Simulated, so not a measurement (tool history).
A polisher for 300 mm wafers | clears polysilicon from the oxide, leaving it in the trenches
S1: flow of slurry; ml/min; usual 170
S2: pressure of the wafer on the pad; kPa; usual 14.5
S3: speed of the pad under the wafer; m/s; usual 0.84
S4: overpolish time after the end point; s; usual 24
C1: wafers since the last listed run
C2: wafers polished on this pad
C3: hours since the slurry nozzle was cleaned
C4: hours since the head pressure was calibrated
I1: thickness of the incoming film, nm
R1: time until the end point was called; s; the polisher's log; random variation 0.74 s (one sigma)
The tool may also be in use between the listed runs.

{"run": 1, "hour": 0.0, "S1": 210, "S2": 14.5, "S3": 0.62, "S4": 24, "C1": 0, "C2": 1355, "C3": 781.5, "C4": 518.9, "I1": 435.3, "R1": 59.8}
{"hour": 8.5, "done": "worn pad replaced by a new one"}
{"run": 2, "hour": 25.5, "S1": 210, "S2": 14.5, "S3": 0.62, "S4": 24, "C1": 224, "C2": 177, "C3": 807, "C4": 544.4, "I1": 448.9, "R1": 62.6}
{"run": 3, "hour": 48.3, "S1": 170, "S2": 14.5, "S3": 0.84, "S4": 24, "C1": 238, "C2": 416, "C3": 829.8, "C4": 567.2, "I1": 443.8, "R1": 47.4}
{"run": 4, "hour": 76.0, "S1": 170, "S2": 14.5, "S3": 0.84, "S4": 24, "C1": 289, "C2": 705, "C3": 857.5, "C4": 594.9, "I1": 435.4, "R1": 45.9}
{"run": 5, "hour": 104.2, "S1": 170, "S2": 14.5, "S3": 0.84, "S4": 24, "C1": 294, "C2": 1000, "C3": 885.7, "C4": 623.1, "I1": 436.8, "R1": 46.9}
{"run": 6, "hour": 137.4, "S1": 170, "S2": 14.5, "S3": 0.84, "S4": 24, "C1": 347, "C2": 1348, "C3": 918.9, "C4": 656.3, "I1": 437.4, "R1": 47.4}
{"hour": 151.2, "done": "worn pad replaced by a new one"}
{"run": 7, "hour": 168.8, "S1": 170, "S2": 16.5, "S3": 0.84, "S4": 24, "C1": 286, "C2": 184, "C3": 950.3, "C4": 687.7, "I1": 438.3, "R1": 42}
{"run": 8, "hour": 186.1, "S1": 170, "S2": 16.5, "S3": 0.84, "S4": 24, "C1": 180, "C2": 365, "C3": 967.6, "C4": 705, "I1": 446.6, "R1": 42.5}
{"hour": 188.9, "done": "slurry nozzle cleaned"}
{"run": 9, "hour": 214.8, "S1": 170, "S2": 14.5, "S3": 0.84, "S4": 24, "C1": 289, "C2": 654, "C3": 25.9, "C4": 733.7, "I1": 439.5, "R1": 43.1}
{"run": 10, "hour": 244.0, "S1": 170, "S2": 14.5, "S3": 0.84, "S4": 24, "C1": 305, "C2": 960, "C3": 55.1, "C4": 762.9, "I1": 439.4, "R1": 42.4}
{"hour": 259.4, "done": "worn pad replaced by a new one"}
{"run": 11, "hour": 259.9, "S1": 170, "S2": 14.5, "S3": 0.84, "S4": 24, "C1": 124, "C2": 4, "C3": 71, "C4": 778.8, "I1": 439.6, "R1": 42.8}
{"run": 12, "hour": 280.3, "S1": 170, "S2": 14.5, "S3": 0.74, "S4": 24, "C1": 213, "C2": 218, "C3": 91.4, "C4": 799.2, "I1": 444.8, "R1": 48.5}
{"run": 13, "hour": 309.7, "S1": 170, "S2": 14.5, "S3": 0.94, "S4": 15, "C1": 307, "C2": 525, "C3": 120.8, "C4": 828.6, "I1": 444.1, "R1": 39.3}
{"run": 14, "hour": 326.9, "S1": 170, "S2": 17.9, "S3": 0.84, "S4": 24, "C1": 179, "C2": 705, "C3": 138, "C4": 845.8, "I1": 441.1, "R1": 35.5}
{"hour": 329.3, "done": "head pressure recalibrated"}
{"hour": 375.6, "done": "worn pad replaced by a new one"}
{"run": 15, "hour": 394.4, "S1": 170, "S2": 18.6, "S3": 0.7, "S4": 24, "C1": 643, "C2": 196, "C3": 205.5, "C4": 65.1, "I1": 447.9, "R1": 47.4}
{"run": 16, "hour": 421.9, "S1": 170, "S2": 14.5, "S3": 0.84, "S4": 24, "C1": 287, "C2": 483, "C3": 233, "C4": 92.6, "I1": 439.1, "R1": 49.1}
{"run": 17, "hour": 436.5, "S1": 125, "S2": 14.5, "S3": 0.72, "S4": 14, "C1": 152, "C2": 636, "C3": 247.6, "C4": 107.2, "I1": 441.1, "R1": 60.9}
{"run": 18, "hour": 458.8, "S1": 155, "S2": 15.9, "S3": 0.84, "S4": 24, "C1": 233, "C2": 869, "C3": 269.9, "C4": 129.5, "I1": 446.7, "R1": 46.4}
{"run": 19, "hour": 492.4, "S1": 220, "S2": 14.5, "S3": 0.84, "S4": 19, "C1": 351, "C2": 1221, "C3": 303.5, "C4": 163.1, "I1": 445.3, "R1": 49}
{"hour": 503.9, "done": "worn pad replaced by a new one"}
{"run": 20, "hour": 526.8, "S1": 205, "S2": 18.6, "S3": 0.84, "S4": 24, "C1": 317, "C2": 239, "C3": 337.9, "C4": 197.5, "I1": 444.7, "R1": 38.7}
{"run": 21, "hour": 559.0, "S1": 130, "S2": 14.5, "S3": 0.6, "S4": 24, "C1": 336, "C2": 576, "C3": 370.1, "C4": 229.7, "I1": 433.8, "R1": 68}
{"run": 22, "hour": 580.7, "S1": 185, "S2": 11, "S3": 0.64, "S4": 24, "C1": 226, "C2": 803, "C3": 391.8, "C4": 251.4, "I1": 436.8, "R1": 80.1}
{"run": 23, "hour": 597.9, "S1": 115, "S2": 15.9, "S3": 0.84, "S4": 24, "C1": 179, "C2": 983, "C3": 409, "C4": 268.6, "I1": 443.4, "R1": 48.4}
{"hour": 618.5, "done": "worn pad replaced by a new one"}
{"run": 24, "hour": 620.6, "S1": 170, "S2": 14.5, "S3": 0.84, "S4": 24, "C1": 195, "C2": 22, "C3": 431.7, "C4": 291.3, "I1": 439.3, "R1": 49}

Forecast each of these 3 alternatives for the next run:
{"run": "A", "hour": 621.0, "S1": 170, "S2": 14.5, "S3": 0.84, "S4": 24, "C1": 4, "C2": 26, "C3": 432.1, "C4": 291.7, "I1": 440.1, "R1": "?"}
{"run": "B", "hour": 621.0, "S1": 225, "S2": 14.5, "S3": 0.68, "S4": 34, "C1": 4, "C2": 26, "C3": 432.1, "C4": 291.7, "I1": 440.1, "R1": "?"}
{"run": "C", "hour": 621.0, "S1": 205, "S2": 17.2, "S3": 1.06, "S4": 16, "C1": 4, "C2": 26, "C3": 432.1, "C4": 291.7, "I1": 440.1, "R1": "?"}

run=A R1=49.1
run=B R1=57
run=C R1=32.5
Without the tool's hidden state the same runs would have given:
run=A R1=48
run=B R1=56.2
run=C R1=32
